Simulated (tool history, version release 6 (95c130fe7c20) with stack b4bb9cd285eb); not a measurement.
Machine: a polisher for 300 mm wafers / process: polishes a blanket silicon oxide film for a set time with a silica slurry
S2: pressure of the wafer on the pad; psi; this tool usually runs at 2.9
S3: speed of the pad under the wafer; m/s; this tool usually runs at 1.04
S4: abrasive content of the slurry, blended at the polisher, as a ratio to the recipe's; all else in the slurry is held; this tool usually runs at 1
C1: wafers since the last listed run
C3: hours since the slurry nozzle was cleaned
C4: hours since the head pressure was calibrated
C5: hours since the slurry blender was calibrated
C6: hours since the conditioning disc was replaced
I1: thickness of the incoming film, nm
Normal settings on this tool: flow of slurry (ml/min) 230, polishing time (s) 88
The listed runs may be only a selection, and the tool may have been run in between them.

{"run": 1, "day": 0.0, "flow of slurry (ml/min)": 280, "S2": 2.9, "S3": 1.04, "S4": 1, "polishing time (s)": 88, "C1": 0, "wafers polished on this pad": 2352, "C3": 140.2, "C4": 437.9, "C5": 213.4, "C6": 172.8, "I1": 1007, "film removed (Å)": 1958}
{"run": 2, "day": 2.308, "flow of slurry (ml/min)": 280, "S2": 2.9, "S3": 1.04, "S4": 1, "polishing time (s)": 88, "C1": 758, "wafers polished on this pad": 3111, "C3": 195.6, "C4": 493.3, "C5": 268.8, "C6": 228.2, "I1": 1019, "film removed (Å)": 1942}
{"day": 2.512, "done": "worn pad replaced by a new one"}
{"run": 3, "day": 4.296, "flow of slurry (ml/min)": 280, "S2": 2.9, "S3": 1.04, "S4": 1, "polishing time (s)": 88, "C1": 598, "wafers polished on this pad": 585, "C3": 243.3, "C4": 541, "C5": 316.5, "C6": 275.9, "I1": 997.9, "film removed (Å)": 1918}
{"run": 4, "day": 8.392, "flow of slurry (ml/min)": 230, "S2": 2.9, "S3": 1.04, "S4": 1, "polishing time (s)": 88, "C1": 1346, "wafers polished on this pad": 1931, "C3": 341.6, "C4": 639.3, "C5": 414.8, "C6": 374.2, "I1": 1007.3, "film removed (Å)": 1895}
{"day": 9.546, "done": "slurry blender recalibrated"}
{"day": 10.658, "done": "conditioning disc replaced and pad reconditioned"}
{"run": 5, "day": 10.725, "flow of slurry (ml/min)": 230, "S2": 2.9, "S3": 1.04, "S4": 1, "polishing time (s)": 88, "C1": 712, "wafers polished on this pad": 2643, "C3": 397.6, "C4": 695.3, "C5": 28.3, "C6": 1.6, "I1": 1004.7, "film removed (Å)": 1869}
{"day": 11.979, "done": "worn pad replaced by a new one"}
{"run": 6, "day": 13.233, "flow of slurry (ml/min)": 230, "S2": 2.9, "S3": 1.04, "S4": 1, "polishing time (s)": 88, "C1": 769, "wafers polished on this pad": 411, "C3": 457.8, "C4": 755.5, "C5": 88.5, "C6": 61.8, "I1": 1004.8, "film removed (Å)": 1867}
{"run": 7, "day": 17.467, "flow of slurry (ml/min)": 230, "S2": 3.5, "S3": 1.04, "S4": 1, "polishing time (s)": 88, "C1": 1391, "wafers polished on this pad": 1803, "C3": 559.4, "C4": 857.1, "C5": 190.1, "C6": 163.4, "I1": 997.7, "film removed (Å)": 2214}
{"run": 8, "day": 19.171, "flow of slurry (ml/min)": 230, "S2": 3.5, "S3": 1.04, "S4": 1, "polishing time (s)": 88, "C1": 560, "wafers polished on this pad": 2363, "C3": 600.3, "C4": 898, "C5": 231, "C6": 204.3, "I1": 1002.5, "film removed (Å)": 2251}
{"day": 21.304, "done": "worn pad replaced by a new one"}
{"run": 9, "day": 22.983, "flow of slurry (ml/min)": 230, "S2": 3.5, "S3": 1.04, "S4": 1, "polishing time (s)": 88, "C1": 1198, "wafers polished on this pad": 551, "C3": 691.8, "C4": 989.5, "C5": 322.5, "C6": 295.8, "I1": 1004.4, "film removed (Å)": 2224}
{"run": 10, "day": 24.812, "flow of slurry (ml/min)": 230, "S2": 2.9, "S3": 1.04, "S4": 1, "polishing time (s)": 73, "C1": 601, "wafers polished on this pad": 1152, "C3": 735.7, "C4": 1033.4, "C5": 366.4, "C6": 339.7, "I1": 997.4, "film removed (Å)": 1551}
{"day": 25.9, "done": "slurry blender recalibrated"}
{"run": 11, "day": 26.358, "flow of slurry (ml/min)": 270, "S2": 2.9, "S3": 1.04, "S4": 1, "polishing time (s)": 88, "C1": 480, "wafers polished on this pad": 1632, "C3": 772.8, "C4": 1070.5, "C5": 11, "C6": 376.8, "I1": 1007.9, "film removed (Å)": 1840}
{"run": 12, "day": 29.288, "flow of slurry (ml/min)": 255, "S2": 2.2, "S3": 0.84, "S4": 1, "polishing time (s)": 64, "C1": 962, "wafers polished on this pad": 2595, "C3": 843.1, "C4": 1140.8, "C5": 81.3, "C6": 447.1, "I1": 989, "film removed (Å)": 858}
{"day": 30.158, "done": "conditioning disc replaced and pad reconditioned"}
{"run": 13, "day": 32.488, "flow of slurry (ml/min)": 230, "S2": 3.7, "S3": 1.04, "S4": 1.1, "polishing time (s)": 74, "C1": 1024, "wafers polished on this pad": 3619, "C3": 919.9, "C4": 1217.6, "C5": 158.1, "C6": 55.9, "I1": 999.5, "film removed (Å)": 2012}
{"day": 33.588, "done": "slurry nozzle cleaned"}
{"day": 33.608, "done": "worn pad replaced by a new one"}
{"run": 14, "day": 36.538, "flow of slurry (ml/min)": 175, "S2": 2.9, "S3": 0.84, "S4": 1, "polishing time (s)": 88, "C1": 1310, "wafers polished on this pad": 963, "C3": 70.8, "C4": 1314.8, "C5": 255.3, "C6": 153.1, "I1": 999.9, "film removed (Å)": 1573}
{"day": 37.721, "done": "head pressure recalibrated"}
{"run": 15, "day": 39.188, "flow of slurry (ml/min)": 230, "S2": 2.9, "S3": 1.04, "S4": 1, "polishing time (s)": 88, "C1": 843, "wafers polished on this pad": 1806, "C3": 134.4, "C4": 35.2, "C5": 318.9, "C6": 216.7, "I1": 1012.3, "film removed (Å)": 1934}
{"run": 16, "day": 41.129, "flow of slurry (ml/min)": 170, "S2": 2.9, "S3": 1.04, "S4": 1, "polishing time (s)": 88, "C1": 638, "wafers polished on this pad": 2444, "C3": 181, "C4": 81.8, "C5": 365.5, "C6": 263.3, "I1": 1000.7, "film removed (Å)": 1792}
{"day": 43.096, "done": "worn pad replaced by a new one"}
{"run": 17, "day": 44.212, "flow of slurry (ml/min)": 230, "S2": 2.9, "S3": 0.7, "S4": 1, "polishing time (s)": 88, "C1": 958, "wafers polished on this pad": 366, "C3": 255, "C4": 155.8, "C5": 439.5, "C6": 337.3, "I1": 980.6, "film removed (Å)": 1354}
{"day": 44.458, "done": "slurry blender recalibrated"}
{"run": 18, "day": 46.829, "flow of slurry (ml/min)": 230, "S2": 2.9, "S3": 1.04, "S4": 1, "polishing time (s)": 88, "C1": 832, "wafers polished on this pad": 1198, "C3": 317.8, "C4": 218.6, "C5": 56.9, "C6": 400.1, "I1": 1009.5, "film removed (Å)": 1873}
{"day": 48.158, "done": "conditioning disc replaced and pad reconditioned"}
{"run": 19, "day": 48.412, "flow of slurry (ml/min)": 230, "S2": 2.9, "S3": 1.04, "S4": 1, "polishing time (s)": 88, "C1": 492, "wafers polished on this pad": 1691, "C3": 355.8, "C4": 256.6, "C5": 94.9, "C6": 6.1, "I1": 1006, "film removed (Å)": 1862}
{"run": 20, "day": 50.288, "flow of slurry (ml/min)": 275, "S2": 2.9, "S3": 1.04, "S4": 1, "polishing time (s)": 76, "C1": 616, "wafers polished on this pad": 2308, "C3": 400.8, "C4": 301.6, "C5": 139.9, "C6": 51.1, "I1": 992.1, "film removed (Å)": 1635}
{"day": 53.892, "done": "worn pad replaced by a new one"}
{"run": 21, "day": 54.342, "flow of slurry (ml/min)": 230, "S2": 2.2, "S3": 1.24, "S4": 1.25, "polishing time (s)": 103, "C1": 1277, "wafers polished on this pad": 147, "C3": 498.1, "C4": 398.9, "C5": 237.2, "C6": 148.4, "I1": 1002.7, "film removed (Å)": 2032}

Some steps in film removed (Å), run to run, broken into two amounts with sign: the step expected even without the hidden condition (settings, incoming material, random variation), and the rest, left for the hidden condition together with whatever gauge scatter is not in both the measured and the hidden-condition-free result:
What the log doesn't record here: removal rate lost through wear of the pad, %; slurry flow missing at the pad, %; deviation of the head's pressure from its setpoint, %; abrasive missing from the slurry, %; time polished since the conditioner stopped cutting, s.
Run 11 -> 12: flow of slurry (ml/min) 270 -> 255, S2 2.9 -> 2.2, S3 1.04 -> 0.84, polishing time (s) 88 -> 64. film removed (Å) -982: hidden state +58, all else -1040.
Run 12 -> 13: flow of slurry (ml/min) 255 -> 230, S2 2.2 -> 3.7, S3 0.84 -> 1.04, S4 1 -> 1.1, polishing time (s) 64 -> 74, conditioning disc replaced and pad reconditioned. film removed (Å) +1154: hidden state -98, all else +1252.
Run 13 -> 14: flow of slurry (ml/min) 230 -> 175, S2 3.7 -> 2.9, S3 1.04 -> 0.84, S4 1.1 -> 1, polishing time (s) 74 -> 88, slurry nozzle cleaned, worn pad replaced by a new one. film removed (Å) -439: hidden state +124, all else -563.

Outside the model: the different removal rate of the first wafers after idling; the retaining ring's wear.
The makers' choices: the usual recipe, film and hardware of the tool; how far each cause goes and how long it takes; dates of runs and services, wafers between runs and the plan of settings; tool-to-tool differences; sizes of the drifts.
